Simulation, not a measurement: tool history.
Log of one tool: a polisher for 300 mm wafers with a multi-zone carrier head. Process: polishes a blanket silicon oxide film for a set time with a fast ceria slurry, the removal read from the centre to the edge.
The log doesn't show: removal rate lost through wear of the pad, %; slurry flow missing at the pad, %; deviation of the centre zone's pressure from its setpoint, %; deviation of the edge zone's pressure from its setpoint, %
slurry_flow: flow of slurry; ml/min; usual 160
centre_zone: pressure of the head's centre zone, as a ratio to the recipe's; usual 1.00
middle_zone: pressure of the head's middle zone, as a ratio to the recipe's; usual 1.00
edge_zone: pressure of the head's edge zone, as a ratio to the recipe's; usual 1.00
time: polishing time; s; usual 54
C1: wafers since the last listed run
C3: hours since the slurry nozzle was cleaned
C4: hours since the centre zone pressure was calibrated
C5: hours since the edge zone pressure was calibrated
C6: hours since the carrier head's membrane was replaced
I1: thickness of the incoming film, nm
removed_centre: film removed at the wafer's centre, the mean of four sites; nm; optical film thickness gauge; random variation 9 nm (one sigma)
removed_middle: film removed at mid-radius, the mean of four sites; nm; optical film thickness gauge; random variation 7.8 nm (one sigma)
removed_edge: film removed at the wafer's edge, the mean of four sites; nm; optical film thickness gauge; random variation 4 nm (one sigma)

Run 1, hour 0.0: usual settings but centre_zone 1.11, edge_zone 0.90, time 61 s; C1 0; wafers polished on this pad 398; C3 668.4; C4 919.3; C5 113.3; C6 820.8; I1 3157.9. Result: removed_centre 715.9 nm, removed_middle 665.6 nm, removed_edge 641.6 nm.
At hour 9.3: carrier head's membrane replaced by a new one.
Run 2, hour 9.8: usual settings; C1 47; wafers polished on this pad 446; C3 678.2; C4 929.1; C5 123.1; C6 0.5; I1 3055.1. Result: removed_centre 578.8 nm, removed_middle 576.9 nm, removed_edge 591.6 nm.
At hour 13.7: slurry nozzle cleaned.
At hour 14.0: centre zone pressure recalibrated.
Run 3, hour 16.0: usual settings but middle_zone 0.93, time 48 s; C1 48; wafers polished on this pad 494; C3 2.3; C4 2.0; C5 129.3; C6 6.7; I1 3155.2. Result: removed_centre 510.9 nm, removed_middle 479.4 nm, removed_edge 523.0 nm.
Run 4, hour 26.6: usual settings; C1 105; wafers polished on this pad 599; C3 12.9; C4 12.6; C5 139.9; C6 17.3; I1 3050.7. Result: removed_centre 576.6 nm, removed_middle 569.8 nm, removed_edge 571.1 nm.
Run 5, hour 36.7: usual settings but middle_zone 0.89, edge_zone 0.93; C1 100; wafers polished on this pad 700; C3 23.0; C4 22.7; C5 150.0; C6 27.4; I1 3077.1. Result: removed_centre 569.4 nm, removed_middle 523.1 nm, removed_edge 553.6 nm.
Run 6, hour 51.1: usual settings; C1 143; wafers polished on this pad 843; C3 37.4; C4 37.1; C5 164.4; C6 41.8; I1 3098.5. Result: removed_centre 553.0 nm, removed_middle 541.7 nm, removed_edge 559.3 nm.
Run 7, hour 58.9: usual settings but centre_zone 1.09, middle_zone 1.04, edge_zone 0.91, time 70 s; C1 77; wafers polished on this pad 921; C3 45.2; C4 44.9; C5 172.2; C6 49.6; I1 3135.9. Result: removed_centre 742.1 nm, removed_middle 708.6 nm, removed_edge 685.8 nm.
At hour 65.9: worn pad replaced by a new one.
Run 8, hour 67.6: usual settings but slurry_flow 190 ml/min, centre_zone 1.04; C1 46; wafers polished on this pad 17; C3 53.9; C4 53.6; C5 180.9; C6 58.3; I1 3060.5. Result: removed_centre 632.6 nm, removed_middle 625.3 nm, removed_edge 642.2 nm.
Run 9, hour 82.0: usual settings but time 59 s; C1 143; wafers polished on this pad 160; C3 68.3; C4 68.0; C5 195.3; C6 72.7; I1 3121.6. Result: removed_centre 681.4 nm, removed_middle 654.2 nm, removed_edge 678.0 nm.
Run 10, hour 89.6: usual settings but slurry_flow 135 ml/min; C1 75; wafers polished on this pad 236; C3 75.9; C4 75.6; C5 202.9; C6 80.3; I1 3039.0. Result: removed_centre 596.7 nm, removed_middle 592.1 nm, removed_edge 602.3 nm.
Run 11, hour 98.6: usual settings but centre_zone 0.94, edge_zone 0.95; C1 89; wafers polished on this pad 325; C3 84.9; C4 84.6; C5 211.9; C6 89.3; I1 3106.2. Result: removed_centre 584.9 nm, removed_middle 590.9 nm, removed_edge 591.0 nm.
Run 12, hour 113.0: usual settings but centre_zone 0.89, edge_zone 0.88; C1 143; wafers polished on this pad 469; C3 99.3; C4 99.0; C5 226.3; C6 103.7; I1 3101.6. Result: removed_centre 539.9 nm, removed_middle 582.6 nm, removed_edge 566.4 nm.
Run 13, hour 128.3: usual settings but middle_zone 0.89, edge_zone 1.04, time 42 s; C1 152; wafers polished on this pad 621; C3 114.6; C4 114.3; C5 241.6; C6 119.0; I1 3088.2. Result: removed_centre 461.1 nm, removed_middle 413.2 nm, removed_edge 464.0 nm.
Run 14, hour 134.9: usual settings but slurry_flow 110 ml/min, time 47 s; C1 65; wafers polished on this pad 687; C3 121.2; C4 120.9; C5 248.2; C6 125.6; I1 3146.2. Result: removed_centre 480.6 nm, removed_middle 476.2 nm, removed_edge 496.3 nm.
Run 15, hour 142.9: usual settings but time 45 s; C1 79; wafers polished on this pad 766; C3 129.2; C4 128.9; C5 256.2; C6 133.6; I1 3128.2. Result: removed_centre 472.1 nm, removed_middle 453.6 nm, removed_edge 477.7 nm.
Run 16, hour 154.4: usual settings but centre_zone 0.92; C1 114; wafers polished on this pad 881; C3 140.7; C4 140.4; C5 267.7; C6 145.1; I1 3049.2. Result: removed_centre 521.9 nm, removed_middle 542.5 nm, removed_edge 564.8 nm.
Run 17, hour 163.3: usual settings but centre_zone 1.03, middle_zone 0.92; C1 88; wafers polished on this pad 969; C3 149.6; C4 149.3; C5 276.6; C6 154.0; I1 3098.1. Result: removed_centre 561.8 nm, removed_middle 521.7 nm, removed_edge 555.9 nm.
At hour 171.6: worn pad replaced by a new one.
Run 18, hour 172.1: usual settings but centre_zone 0.89, edge_zone 0.88; C1 47; wafers polished on this pad 4; C3 158.4; C4 158.1; C5 285.4; C6 162.8; I1 3096.8. Result: removed_centre 573.2 nm, removed_middle 612.2 nm, removed_edge 600.6 nm.
Run 19, hour 187.0: usual settings but slurry_flow 180 ml/min, edge_zone 0.97; C1 148; wafers polished on this pad 153; C3 173.3; C4 173.0; C5 300.3; C6 177.7; I1 3068.2. Result: removed_centre 619.2 nm, removed_middle 606.9 nm, removed_edge 616.3 nm.

Run 20 comes next. What will it give?
Run 20, hour 204.2: usual settings but edge_zone 0.90; C1 171; wafers polished on this pad 324; C3 190.5; C4 190.2; C5 317.5; C6 194.9; I1 3098.5. Result: removed_centre ?, removed_middle ?, removed_edge ?.

removed_centre: 605.4 nm
removed_middle: 586.9 nm
removed_edge: 579.5 nm
Without the tool's hidden state the same run would have given removed_centre 631.5 nm, removed_middle 612.2 nm, removed_edge 604.5 nm.
